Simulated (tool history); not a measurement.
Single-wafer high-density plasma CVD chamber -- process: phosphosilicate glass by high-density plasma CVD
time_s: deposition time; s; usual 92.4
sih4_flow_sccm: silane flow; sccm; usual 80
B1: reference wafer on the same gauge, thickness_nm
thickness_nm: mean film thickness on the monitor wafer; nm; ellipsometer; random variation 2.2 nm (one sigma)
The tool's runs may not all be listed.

Run 1, hour 0: usual settings but time_s 86.3 s, sih4_flow_sccm 87 sccm; B1 848.506. Result: thickness_nm 805.405 nm.
Run 2, hour 13.1: usual settings but time_s 86.3 s, sih4_flow_sccm 87 sccm; B1 849.259. Result: thickness_nm 799.892 nm.
Run 3, hour 46.3: usual settings but time_s 86.3 s, sih4_flow_sccm 87 sccm; B1 848.983. Result: thickness_nm 799.649 nm.
Run 4, hour 70.9: usual settings but time_s 105.1 s; B1 848.535. Result: thickness_nm 908.517 nm.
Run 5, hour 97.2: usual settings; B1 849.201. Result: thickness_nm 792.783 nm.
Run 6, hour 109.5: usual settings; B1 848.793. Result: thickness_nm 791.832 nm.
Run 7, hour 137.9: usual settings; B1 848.451. Result: thickness_nm 797.541 nm.
Run 8, hour 183.2: usual settings; B1 849.096. Result: thickness_nm 794.35 nm.
Run 9, hour 219: usual settings; B1 848.793. Result: thickness_nm 795.407 nm.
Run 10, hour 235.8: usual settings; B1 849.288. Result: thickness_nm 793.422 nm.
Run 11, hour 268.7: usual settings but sih4_flow_sccm 90 sccm; B1 849.57. Result: thickness_nm 891.515 nm.
At hour 281.9: silane flow controller replaced.
Run 12, hour 283: usual settings but sih4_flow_sccm 90 sccm; B1 849.196. Result: thickness_nm 841.181 nm.
Run 13, hour 309.9: usual settings; B1 848.786. Result: thickness_nm 757.115 nm.
Run 14, hour 404.3: usual settings; B1 849.054. Result: thickness_nm 759.004 nm.
Run 15, hour 420.9: usual settings; B1 848.601. Result: thickness_nm 756.781 nm.
Run 16, hour 439.7: usual settings but time_s 106.8 s, sih4_flow_sccm 68 sccm; B1 848.867. Result: thickness_nm 756.321 nm.
Run 17, hour 474.6: usual settings but time_s 99.6 s, sih4_flow_sccm 84 sccm; B1 848.229. Result: thickness_nm 854.563 nm.
Run 18, hour 490.9: usual settings; B1 849.112. Result: thickness_nm 764.303 nm.
Run 19, hour 511: usual settings but time_s 107.4 s, sih4_flow_sccm 72 sccm; B1 849.531. Result: thickness_nm 807.357 nm.
At hour 520.4: gauge calibrated.
Run 20, hour 541.3: usual settings but time_s 81.4 s, sih4_flow_sccm 72 sccm; B1 848.803. Result: thickness_nm 607.221 nm.
Run 21, hour 573.1: usual settings but sih4_flow_sccm 74 sccm; B1 848.64. Result: thickness_nm 711.203 nm.
Run 22, hour 596.6: usual settings but time_s 86.3 s, sih4_flow_sccm 87 sccm; B1 848.902. Result: thickness_nm 767.987 nm.
Run 23, hour 619.4: usual settings but time_s 82.5 s; B1 848.936. Result: thickness_nm 679.319 nm.
Run 24, hour 640.2: usual settings but time_s 86.6 s, sih4_flow_sccm 87 sccm; B1 849.134. Result: thickness_nm 774.313 nm.
Run 25, hour 659.8: usual settings; B1 848.836. Result: thickness_nm 764.846 nm.
Run 26, hour 687.7: usual settings but time_s 104.9 s, sih4_flow_sccm 75 sccm; B1 849.412. Result: thickness_nm 821.224 nm.
Run 27, hour 709: usual settings but time_s 78.4 s, sih4_flow_sccm 69 sccm; B1 849.229. Result: thickness_nm 568.86 nm.
Run 28, hour 723.5: usual settings but time_s 81.2 s, sih4_flow_sccm 90 sccm; B1 848.531. Result: thickness_nm 752.194 nm.
Run 29, hour 744.9: usual settings; B1 848.628. Result: thickness_nm 769.035 nm.
Run 30, hour 762.7: usual settings but time_s 75.4 s, sih4_flow_sccm 64 sccm; B1 849.57. Result: thickness_nm 512.67 nm.

Forecast each of these 3 alternatives for the next run:
Run A, hour 763.1: usual settings but sih4_flow_sccm 87 sccm; B1 ?. Result: thickness_nm ?.
Run B, hour 763.1: usual settings but time_s 84.7 s; B1 ?. Result: thickness_nm ?.
Run C, hour 763.1: usual settings but time_s 98.1 s, sih4_flow_sccm 68 sccm; B1 ?. Result: thickness_nm ?.

run       B1  thickness_nm
  A  849.505       831.373
  B  849.505       704.994
  C  849.505       703.159
What these runs would have given with no unlogged condition in the tool:
run  thickness_nm
  A       811.304
  B       687.975
  C       686.185
